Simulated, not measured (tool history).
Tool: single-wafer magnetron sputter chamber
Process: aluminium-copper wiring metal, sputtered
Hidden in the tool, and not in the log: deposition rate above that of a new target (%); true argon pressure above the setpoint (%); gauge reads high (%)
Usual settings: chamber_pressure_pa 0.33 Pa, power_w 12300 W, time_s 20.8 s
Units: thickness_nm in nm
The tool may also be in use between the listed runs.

| run | hour | chamber_pressure_pa | power_w | time_s | wafers since the last listed run | wafers on the sputter target | hours since the last manometer calibration | hours since the magnet pack was replaced | hours since the gauge calibration | read-back reference wafer on the same gauge, thickness_nm | thickness_nm |
|---|---|---|---|---|---|---|---|---|---|---|---|
| 1 | 0 | 0.33 | 12950 | 20.8 | 0 | 3452 | 816.4 | 3732.1 | 476.4 | 493.065 | 469.95 |
| 2 | 83.7 | 0.33 | 12950 | 20.8 | 2555 | 6008 | 900.1 | 3815.8 | 560.1 | 492.973 | 471.26 |
| 3 | 190.7 | 0.33 | 12950 | 20.8 | 3267 | 9276 | 1007.1 | 3922.8 | 667.1 | 493.181 | 470.706 |
| 4 | 284 | 0.248 | 12300 | 20.8 | 2849 | 12125 | 1100.4 | 4016.1 | 760.4 | 492.719 | 471.481 |
|  | 320.7 | sputter target and shields replaced |
| 5 | 325 | 0.248 | 12300 | 20.8 | 1007 | 132 | 1141.4 | 4057.1 | 801.4 | 493.101 | 471.769 |
| 6 | 425.3 | 0.248 | 12300 | 20.8 | 3062 | 3195 | 1241.7 | 4157.4 | 901.7 | 492.935 | 470.914 |
| 7 | 464.5 | 0.33 | 12300 | 20.8 | 1197 | 4392 | 1280.9 | 4196.6 | 940.9 | 492.712 | 449.372 |
|  | 508.3 | capacitance manometer re-zeroed and calibrated |
| 8 | 541.8 | 0.33 | 12300 | 20.8 | 2116 | 6508 | 33.5 | 4273.9 | 1018.2 | 493.008 | 447.701 |
| 9 | 618.2 | 0.33 | 12300 | 20.8 | 2333 | 8841 | 109.9 | 4350.3 | 1094.6 | 492.982 | 447.248 |
| 10 | 715.3 | 0.33 | 12300 | 20.8 | 2965 | 11806 | 207 | 4447.4 | 1191.7 | 492.956 | 448.114 |
|  | 783.5 | sputter target and shields replaced |
| 11 | 785.5 | 0.33 | 12300 | 20.8 | 1899 | 60 | 277.2 | 4517.6 | 1261.9 | 492.9 | 448.08 |
| 12 | 856.3 | 0.33 | 12300 | 20.8 | 2162 | 2222 | 348 | 4588.4 | 1332.7 | 492.954 | 448.017 |
| 13 | 961 | 0.33 | 12300 | 20.8 | 3197 | 5419 | 452.7 | 4693.1 | 1437.4 | 492.895 | 447.151 |
| 14 | 1018.5 | 0.33 | 12300 | 20.8 | 1755 | 7175 | 510.2 | 4750.6 | 1494.9 | 492.995 | 446.186 |
| 15 | 1101.7 | 0.33 | 12300 | 20.8 | 2540 | 9715 | 593.4 | 4833.8 | 1578.1 | 492.658 | 448.928 |
| 16 | 1142.8 | 0.389 | 12300 | 20.8 | 1255 | 10970 | 634.5 | 4874.9 | 1619.2 | 493.001 | 431.515 |
| 17 | 1209.1 | 0.33 | 12300 | 20.8 | 2024 | 12995 | 700.8 | 4941.2 | 1685.5 | 492.932 | 448.966 |
|  | 1218.3 | sputter target and shields replaced |
| 18 | 1270.1 | 0.33 | 12300 | 20.8 | 1618 | 1581 | 761.8 | 5002.2 | 1746.5 | 492.912 | 447.271 |
| 19 | 1311.3 | 0.33 | 13400 | 20.8 | 1258 | 2840 | 803 | 5043.4 | 1787.7 | 493.061 | 488.278 |
| 20 | 1402.7 | 0.33 | 9650 | 18.1 | 2791 | 5631 | 894.4 | 5134.8 | 1879.1 | 493.118 | 304.686 |
| 21 | 1441.3 | 0.442 | 14000 | 20.8 | 1178 | 6809 | 933 | 5173.4 | 1917.7 | 493.124 | 474.587 |
| 22 | 1493.3 | 0.412 | 12300 | 20.8 | 1587 | 8397 | 985 | 5225.4 | 1969.7 | 492.855 | 423.611 |
| 23 | 1582.1 | 0.33 | 12300 | 20.8 | 2711 | 11109 | 1073.8 | 5314.2 | 2058.5 | 492.972 | 445.978 |
|  | 1615.1 | magnet pack replaced |
|  | 1720.8 | capacitance manometer re-zeroed and calibrated |
|  | 1726.2 | sputter target and shields replaced |
| 24 | 1726.7 | 0.33 | 14150 | 22.1 | 3763 | 15 | 5.9 | 111.6 | 2203.1 | 493.033 | 546.81 |
|  | 1740.4 | gauge calibrated |
| 25 | 1775.6 | 0.33 | 14150 | 22.1 | 1493 | 1508 | 54.8 | 160.5 | 35.2 | 493.093 | 545.861 |
| 26 | 1815.5 | 0.426 | 12300 | 23.3 | 1218 | 2727 | 94.7 | 200.4 | 75.1 | 493.097 | 470.971 |
| 27 | 1876.6 | 0.449 | 14500 | 20.8 | 1865 | 4592 | 155.8 | 261.5 | 136.2 | 492.776 | 488.067 |
| 28 | 1961.7 | 0.421 | 15350 | 23.4 | 2598 | 7191 | 240.9 | 346.6 | 221.3 | 492.984 | 593.068 |
| 29 | 1998.5 | 0.421 | 12300 | 20.8 | 1123 | 8315 | 277.7 | 383.4 | 258.1 | 493.301 | 422.156 |
| 30 | 2082.8 | 0.33 | 13250 | 17.6 | 2574 | 10889 | 362 | 467.7 | 342.4 | 492.836 | 407.668 |
| 31 | 2143.5 | 0.33 | 14700 | 22.1 | 1853 | 12743 | 422.7 | 528.4 | 403.1 | 492.923 | 568.367 |
|  | 2210.7 | sputter target and shields replaced |
| 32 | 2243.3 | 0.33 | 14400 | 22.1 | 2803 | 994 | 522.5 | 628.2 | 502.9 | 493.07 | 556.222 |
| 33 | 2352.2 | 0.33 | 12300 | 20.8 | 3325 | 4320 | 631.4 | 737.1 | 611.8 | 492.935 | 447.113 |
| 34 | 2446.8 | 0.365 | 12300 | 22.5 | 2888 | 7208 | 726 | 831.7 | 706.4 | 493.08 | 473.655 |

Forecast each of these 3 alternatives for the next run:
| A | 2447.2 | 0.33 | 12300 | 20.8 | 12 | 7221 | 726.4 | 832.1 | 706.8 | ? | ? |
| B | 2447.2 | 0.33 | 9400 | 20.8 | 12 | 7221 | 726.4 | 832.1 | 706.8 | ? | ? |
| C | 2447.2 | 0.431 | 14950 | 22 | 12 | 7221 | 726.4 | 832.1 | 706.8 | ? | ? |

| run | read-back reference wafer on the same gauge, thickness_nm | thickness_nm |
|---|---|---|
| A | 493.202 | 447.69 |
| B | 493.202 | 342.137 |
| C | 493.202 | 539.437 |
Without the tool's hidden state the same runs would have given:
| run | thickness_nm |
|---|---|
| A | 447.69 |
| B | 342.137 |
| C | 539.437 |
